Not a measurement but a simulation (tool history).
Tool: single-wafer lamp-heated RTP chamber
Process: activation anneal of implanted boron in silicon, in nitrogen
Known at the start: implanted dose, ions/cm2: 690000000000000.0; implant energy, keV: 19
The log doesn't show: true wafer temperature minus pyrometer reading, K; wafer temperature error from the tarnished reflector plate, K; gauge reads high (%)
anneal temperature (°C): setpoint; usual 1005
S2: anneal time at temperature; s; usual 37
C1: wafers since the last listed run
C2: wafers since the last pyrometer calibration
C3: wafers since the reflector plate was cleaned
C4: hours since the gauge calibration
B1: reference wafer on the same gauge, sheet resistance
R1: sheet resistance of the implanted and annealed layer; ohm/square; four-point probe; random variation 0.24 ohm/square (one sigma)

Run 1, hour 0: usual settings but S2 49 s; C1 0; C2 3615; C3 8973; C4 166.5; B1 177.94. Result: R1 158.6 ohm/square.
Run 2, hour 16.8: usual settings but S2 49 s; C1 195; C2 3811; C3 9169; C4 183.3; B1 177.98. Result: R1 158.34 ohm/square.
At hour 22.8: gauge calibrated.
Run 3, hour 57.6: usual settings; C1 475; C2 4287; C3 9645; C4 34.8; B1 177.97. Result: R1 158.95 ohm/square.
Run 4, hour 67: usual settings; C1 109; C2 4397; C3 9755; C4 44.2; B1 177.97. Result: R1 158.5 ohm/square.
Run 5, hour 84.2: usual settings; C1 200; C2 4598; C3 9955; C4 61.4; B1 178.04. Result: R1 158.13 ohm/square.
At hour 93.3: pyrometer window cleaned and pyrometer calibrated.
Run 6, hour 93.8: usual settings but anneal temperature (°C) 990; C1 18; C2 5; C3 9974; C4 71; B1 177.98. Result: R1 163.13 ohm/square.
Run 7, hour 107.8: usual settings but anneal temperature (°C) 990; C1 163; C2 168; C3 10137; C4 85; B1 177.99. Result: R1 163.22 ohm/square.
Run 8, hour 125.3: usual settings; C1 204; C2 372; C3 10341; C4 102.5; B1 178.01. Result: R1 159.55 ohm/square.
Run 9, hour 139.8: usual settings; C1 169; C2 541; C3 10511; C4 117; B1 177.97. Result: R1 159.69 ohm/square.
Run 10, hour 148.1: usual settings; C1 96; C2 638; C3 10607; C4 125.3; B1 177.98. Result: R1 159.49 ohm/square.
At hour 159.8: reflector plate cleaned.
Run 11, hour 165.7: usual settings but anneal temperature (°C) 988; C1 111; C2 750; C3 68; C4 142.9; B1 177.94. Result: R1 163.75 ohm/square.
Run 12, hour 172.9: usual settings; C1 83; C2 834; C3 152; C4 150.1; B1 178.01. Result: R1 159.61 ohm/square.
Run 13, hour 182.2: usual settings but anneal temperature (°C) 978, S2 25 s; C1 108; C2 943; C3 261; C4 159.4; B1 177.97. Result: R1 170.59 ohm/square.
Run 14, hour 192: usual settings but anneal temperature (°C) 1018; C1 114; C2 1057; C3 375; C4 169.2; B1 178.02. Result: R1 157.81 ohm/square.
At hour 204.8: gauge calibrated.
Run 15, hour 206.3: usual settings but anneal temperature (°C) 977; C1 166; C2 1224; C3 542; C4 1.5; B1 178.02. Result: R1 168.47 ohm/square.
Run 16, hour 215: usual settings; C1 101; C2 1325; C3 643; C4 10.2; B1 177.99. Result: R1 159.45 ohm/square.
Run 17, hour 232.9: usual settings but anneal temperature (°C) 995, S2 53 s; C1 208; C2 1534; C3 852; C4 28.1; B1 178.01. Result: R1 160.63 ohm/square.
Run 18, hour 240.9: usual settings but anneal temperature (°C) 1015, S2 19 s; C1 93; C2 1627; C3 945; C4 36.1; B1 178.01. Result: R1 159.38 ohm/square.
Run 19, hour 248.2: usual settings but S2 58 s; C1 85; C2 1713; C3 1031; C4 43.4; B1 178.02. Result: R1 158.5 ohm/square.
Run 20, hour 279.4: usual settings but anneal temperature (°C) 1023, S2 30 s; C1 363; C2 2077; C3 1394; C4 74.6; B1 178.02. Result: R1 157.56 ohm/square.

Hidden state or all else? Some run-to-run changes of R1, split into what the settings, what came in and random variation would give without the hidden state, and what is left for the hidden state (with any gauge scatter that isn't in both results):
Run 12 -> 13: anneal temperature (°C) 1005 -> 978, S2 37 -> 25. R1 +10.98 ohm/square: hidden state -1.23, all else +12.21.
Run 13 -> 14: anneal temperature (°C) 978 -> 1018, S2 25 -> 37. R1 -12.78 ohm/square: hidden state +1.38, all else -14.16.
Run 14 -> 15: anneal temperature (°C) 1018 -> 977, gauge calibrated. R1 +10.66 ohm/square: hidden state -1.33, all else +11.99.
